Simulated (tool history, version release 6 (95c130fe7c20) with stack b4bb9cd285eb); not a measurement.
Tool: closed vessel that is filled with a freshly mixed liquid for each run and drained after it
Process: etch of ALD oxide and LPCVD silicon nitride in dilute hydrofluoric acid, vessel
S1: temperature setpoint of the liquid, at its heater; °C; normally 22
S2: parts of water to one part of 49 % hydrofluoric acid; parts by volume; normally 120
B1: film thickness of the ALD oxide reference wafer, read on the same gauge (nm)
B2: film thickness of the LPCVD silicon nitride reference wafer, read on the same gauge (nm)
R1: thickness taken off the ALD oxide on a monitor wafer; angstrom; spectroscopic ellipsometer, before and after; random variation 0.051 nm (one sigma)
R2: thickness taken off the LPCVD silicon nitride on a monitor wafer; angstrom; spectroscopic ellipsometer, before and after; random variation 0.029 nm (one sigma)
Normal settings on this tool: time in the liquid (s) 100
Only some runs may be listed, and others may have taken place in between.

Run 1, day 0: usual settings; B1 67.34; B2 67.341. Result: R1 74.8 angstrom, R2 3.52 angstrom.
Run 2, day 7.125: usual settings; B1 67.24; B2 67.257. Result: R1 74.3 angstrom, R2 3.65 angstrom.
Run 3, day 9.617: usual settings; B1 67.18; B2 67.239. Result: R1 74.4 angstrom, R2 3.27 angstrom.
Run 4, day 11.525: usual settings; B1 67.19; B2 67.22. Result: R1 73.6 angstrom, R2 3.01 angstrom.
At day 18.192: hydrofluoric acid flow meter replaced.
Run 5, day 19.608: usual settings; B1 67.12; B2 67.128. Result: R1 73.6 angstrom, R2 3.57 angstrom.
Run 6, day 21.867: usual settings; B1 67.08; B2 67.049. Result: R1 74.4 angstrom, R2 2.92 angstrom.
At day 23.417: thermometer replaced.
Run 7, day 23.675: usual settings; B1 67.09; B2 67.057. Result: R1 74.6 angstrom, R2 3.42 angstrom.
Run 8, day 26.621: usual settings but time in the liquid (s) 85; B1 67.07; B2 67.06. Result: R1 62.3 angstrom, R2 3.22 angstrom.
Run 9, day 29.104: usual settings but time in the liquid (s) 85; B1 67.05; B2 67.069. Result: R1 63 angstrom, R2 2.74 angstrom.
At day 29.488: gauge calibrated.
Run 10, day 30.371: usual settings but time in the liquid (s) 85; B1 70.63; B2 70.613. Result: R1 67.2 angstrom, R2 3.26 angstrom.
Run 11, day 31.696: usual settings but S2 140 parts by volume, time in the liquid (s) 160; B1 70.44; B2 70.462. Result: R1 103.9 angstrom, R2 4.86 angstrom.
Run 12, day 33.067: usual settings; B1 70.27; B2 70.274. Result: R1 77.4 angstrom, R2 3.5 angstrom.
Run 13, day 35.4: usual settings but S1 26.5 °C, S2 100 parts by volume, time in the liquid (s) 75; B1 69.98; B2 69.989. Result: R1 84.4 angstrom, R2 3.67 angstrom.
Run 14, day 36.617: usual settings but S2 150 parts by volume, time in the liquid (s) 55; B1 69.87; B2 69.877. Result: R1 33.3 angstrom, R2 1.66 angstrom.
Run 15, day 37.788: usual settings but S2 80 parts by volume, time in the liquid (s) 120; B1 69.72; B2 69.716. Result: R1 145.8 angstrom, R2 6.8 angstrom.
Run 16, day 39.117: usual settings but S1 21 °C, time in the liquid (s) 80; B1 69.61; B2 69.586. Result: R1 59.5 angstrom, R2 2.76 angstrom.
Run 17, day 40.433: usual settings but time in the liquid (s) 45; B1 69.47; B2 69.457. Result: R1 34.7 angstrom, R2 1.43 angstrom.
At day 42.142: hydrofluoric acid flow meter replaced.
Run 18, day 42.892: usual settings but S1 26.5 °C, S2 150 parts by volume; B1 69.23; B2 69.217. Result: R1 69.1 angstrom, R2 4.08 angstrom.
Run 19, day 45.75: usual settings but S1 20.5 °C, S2 75 parts by volume, time in the liquid (s) 60; B1 69; B2 68.958. Result: R1 72.3 angstrom, R2 3.14 angstrom.
Run 20, day 48.529: usual settings but S1 26 °C, S2 95 parts by volume, time in the liquid (s) 80; B1 68.82; B2 68.838. Result: R1 92 angstrom, R2 4.27 angstrom.
Run 21, day 50.488: usual settings; B1 68.68; B2 68.681. Result: R1 76.3 angstrom, R2 2.98 angstrom.
Run 22, day 52.446: usual settings but S1 25 °C, S2 180 parts by volume, time in the liquid (s) 65; B1 68.55; B2 68.508. Result: R1 34.2 angstrom, R2 1.96 angstrom.
Run 23, day 59.233: usual settings but S2 80 parts by volume, time in the liquid (s) 120; B1 68.21; B2 68.194. Result: R1 142.3 angstrom, R2 5.95 angstrom.
Run 24, day 61.571: usual settings but S1 20.5 °C, S2 60 parts by volume, time in the liquid (s) 120; B1 68.1; B2 68.109. Result: R1 180.3 angstrom, R2 6.56 angstrom.
Run 25, day 63.488: usual settings; B1 67.99; B2 68.033. Result: R1 74.8 angstrom, R2 3.48 angstrom.
Run 26, day 65.496: usual settings but S2 70 parts by volume, time in the liquid (s) 60; B1 67.93; B2 67.951. Result: R1 80.9 angstrom, R2 3.8 angstrom.

Below are 4 alternative next runs, each starting from the tool's condition after run 26. Predict each:
Run A, day 65.525: usual settings; B1 ?; B2 ?. Result: R1 ?, R2 ?.
Run B, day 65.525: usual settings but time in the liquid (s) 60; B1 ?; B2 ?. Result: R1 ?, R2 ?.
Run C, day 65.525: usual settings but S1 17.5 °C, S2 170 parts by volume, time in the liquid (s) 65; B1 ?; B2 ?. Result: R1 ?, R2 ?.
Run D, day 65.525: usual settings but S2 80 parts by volume; B1 ?; B2 ?. Result: R1 ?, R2 ?.

run     B1      B2     R1    R2
  A  67.92  67.929   75.2  3.53
  B  67.92  67.929   45.1  2.12
  C  67.92  67.929   27.4  1.21
  D  67.92  67.929  118.2  5.26
With no hidden state in the tool, these same runs would have given:
run     R1    R2
  A   77.5  3.64
  B   46.5  2.19
  C   28.2  1.25
  D  121.8  5.42
